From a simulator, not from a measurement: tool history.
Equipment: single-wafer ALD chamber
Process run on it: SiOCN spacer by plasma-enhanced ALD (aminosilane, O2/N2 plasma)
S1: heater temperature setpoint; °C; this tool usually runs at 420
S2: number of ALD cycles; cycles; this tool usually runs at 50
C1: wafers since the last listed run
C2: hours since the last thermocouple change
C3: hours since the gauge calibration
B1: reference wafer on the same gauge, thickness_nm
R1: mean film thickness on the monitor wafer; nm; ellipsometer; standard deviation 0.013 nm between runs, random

Run 1, hour 0.0: usual settings but S1 424 °C, S2 42 cycles; C1 0; C2 767.7; C3 939.7; B1 3.423. Result: R1 2.564 nm.
Run 2, hour 42.6: usual settings but S1 413 °C; C1 142; C2 810.3; C3 982.3; B1 3.420. Result: R1 3.168 nm.
Run 3, hour 139.7: usual settings but S1 413 °C; C1 324; C2 907.4; C3 1079.4; B1 3.422. Result: R1 3.202 nm.
At hour 185.6: thermocouple changed; heater temperature recalibrated.
Run 4, hour 197.0: usual settings but S1 413 °C; C1 164; C2 11.4; C3 1136.7; B1 3.424. Result: R1 3.139 nm.
Run 5, hour 288.8: usual settings but S2 43 cycles; C1 306; C2 103.2; C3 1228.5; B1 3.415. Result: R1 2.608 nm.
Run 6, hour 379.5: usual settings but S2 43 cycles; C1 302; C2 193.9; C3 1319.2; B1 3.427. Result: R1 2.654 nm.
Run 7, hour 424.4: usual settings but S2 43 cycles; C1 149; C2 238.8; C3 1364.1; B1 3.427. Result: R1 2.654 nm.
Run 8, hour 471.2: usual settings; C1 156; C2 285.6; C3 1410.9; B1 3.423. Result: R1 3.054 nm.
Run 9, hour 536.2: usual settings; C1 217; C2 350.6; C3 1475.9; B1 3.420. Result: R1 3.053 nm.
Run 10, hour 575.2: usual settings; C1 130; C2 389.6; C3 1514.9; B1 3.414. Result: R1 3.075 nm.
Run 11, hour 666.7: usual settings but S2 46 cycles; C1 305; C2 481.1; C3 1606.4; B1 3.417. Result: R1 2.824 nm.
Run 12, hour 736.7: usual settings but S2 46 cycles; C1 233; C2 551.1; C3 1676.4; B1 3.418. Result: R1 2.850 nm.
Run 13, hour 803.9: usual settings; C1 224; C2 618.3; C3 1743.6; B1 3.422. Result: R1 3.092 nm.
Run 14, hour 1008.1: usual settings; C1 681; C2 822.5; C3 1947.8; B1 3.416. Result: R1 3.108 nm.
Run 15, hour 1077.1: usual settings; C1 230; C2 891.5; C3 2016.8; B1 3.419. Result: R1 3.113 nm.
Run 16, hour 1126.6: usual settings but S2 45 cycles; C1 165; C2 941.0; C3 2066.3; B1 3.423. Result: R1 2.821 nm.
At hour 1159.9: thermocouple changed; heater temperature recalibrated.
Run 17, hour 1209.0: usual settings but S2 45 cycles; C1 248; C2 49.1; C3 2148.7; B1 3.421. Result: R1 2.727 nm.
Run 18, hour 1270.2: usual settings but S2 45 cycles; C1 204; C2 110.3; C3 2209.9; B1 3.424. Result: R1 2.759 nm.
Run 19, hour 1573.1: usual settings but S1 409 °C, S2 45 cycles; C1 1011; C2 413.2; C3 2512.8; B1 3.421. Result: R1 2.891 nm.
Run 20, hour 1666.3: usual settings but S1 433 °C, S2 45 cycles; C1 311; C2 506.4; C3 2606.0; B1 3.417. Result: R1 2.654 nm.
Run 21, hour 1727.5: usual settings; C1 204; C2 567.6; C3 2667.2; B1 3.420. Result: R1 3.077 nm.
Run 22, hour 1809.3: usual settings but S2 55 cycles; C1 273; C2 649.4; C3 2749.0; B1 3.415. Result: R1 3.374 nm.
Run 23, hour 2123.5: usual settings but S1 429 °C, S2 58 cycles; C1 1049; C2 963.6; C3 3063.2; B1 3.423. Result: R1 3.465 nm.
Run 24, hour 2227.3: usual settings but S1 414 °C, S2 44 cycles; C1 346; C2 1067.4; C3 3167.0; B1 3.423. Result: R1 2.795 nm.
At hour 2288.4: thermocouple changed; heater temperature recalibrated.
Run 25, hour 2326.5: usual settings but S1 416 °C, S2 44 cycles; C1 304; C2 38.1; C3 3266.2; B1 3.422. Result: R1 2.727 nm.
Run 26, hour 2434.0: usual settings; C1 358; C2 145.6; C3 3373.7; B1 3.420. Result: R1 3.091 nm.
Run 27, hour 2475.6: usual settings; C1 138; C2 187.2; C3 3415.3; B1 3.423. Result: R1 3.050 nm.
Run 28, hour 2554.3: usual settings; C1 262; C2 265.9; C3 3494.0; B1 3.423. Result: R1 3.087 nm.
At hour 2562.0: gauge calibrated.
Run 29, hour 2648.7: usual settings but S1 424 °C, S2 53 cycles; C1 315; C2 360.3; C3 86.7; B1 3.412. Result: R1 3.214 nm.
Run 30, hour 2728.0: usual settings but S1 406 °C, S2 54 cycles; C1 264; C2 439.6; C3 166.0; B1 3.421. Result: R1 3.466 nm.
Run 31, hour 2823.2: usual settings but S1 428 °C, S2 45 cycles; C1 317; C2 534.8; C3 261.2; B1 3.423. Result: R1 2.677 nm.
Run 32, hour 2925.6: usual settings but S2 54 cycles; C1 341; C2 637.2; C3 363.6; B1 3.419. Result: R1 3.338 nm.
Run 33, hour 2977.1: usual settings but S1 428 °C, S2 46 cycles; C1 171; C2 688.7; C3 415.1; B1 3.417. Result: R1 2.744 nm.
Run 34, hour 3036.9: usual settings; C1 199; C2 748.5; C3 474.9; B1 3.420. Result: R1 3.089 nm.
Run 35, hour 3139.2: usual settings but S1 431 °C; C1 341; C2 850.8; C3 577.2; B1 3.415. Result: R1 2.990 nm.
Run 36, hour 3215.6: usual settings but S1 434 °C; C1 255; C2 927.2; C3 653.6; B1 3.426. Result: R1 2.943 nm.
Run 37, hour 3316.4: usual settings but S1 406 °C, S2 58 cycles; C1 336; C2 1028.0; C3 754.4; B1 3.420. Result: R1 3.784 nm.
At hour 3390.2: thermocouple changed; heater temperature recalibrated.
Run 38, hour 3393.7: usual settings; C1 231; C2 3.5; C3 831.7; B1 3.421. Result: R1 3.089 nm.
Run 39, hour 3706.3: usual settings but S1 408 °C, S2 58 cycles; C1 1043; C2 316.1; C3 1144.3; B1 3.418. Result: R1 3.728 nm.

Alternative continuations, all from the tool just after run 39; predict every row:
Run A, hour 3706.8: usual settings but S1 433 °C; C1 1; C2 316.6; C3 1144.8; B1 ?. Result: R1 ?.
Run B, hour 3706.8: usual settings but S1 430 °C, S2 43 cycles; C1 1; C2 316.6; C3 1144.8; B1 ?. Result: R1 ?.
Run C, hour 3706.8: usual settings but S1 426 °C; C1 1; C2 316.6; C3 1144.8; B1 ?. Result: R1 ?.

run     B1     R1
  A  3.422  2.923
  B  3.422  2.542
  C  3.422  3.001
Stripped of hidden state, with their random variation kept, the same runs would have yielded:
run     R1
  A  2.917
  B  2.537
  C  2.995
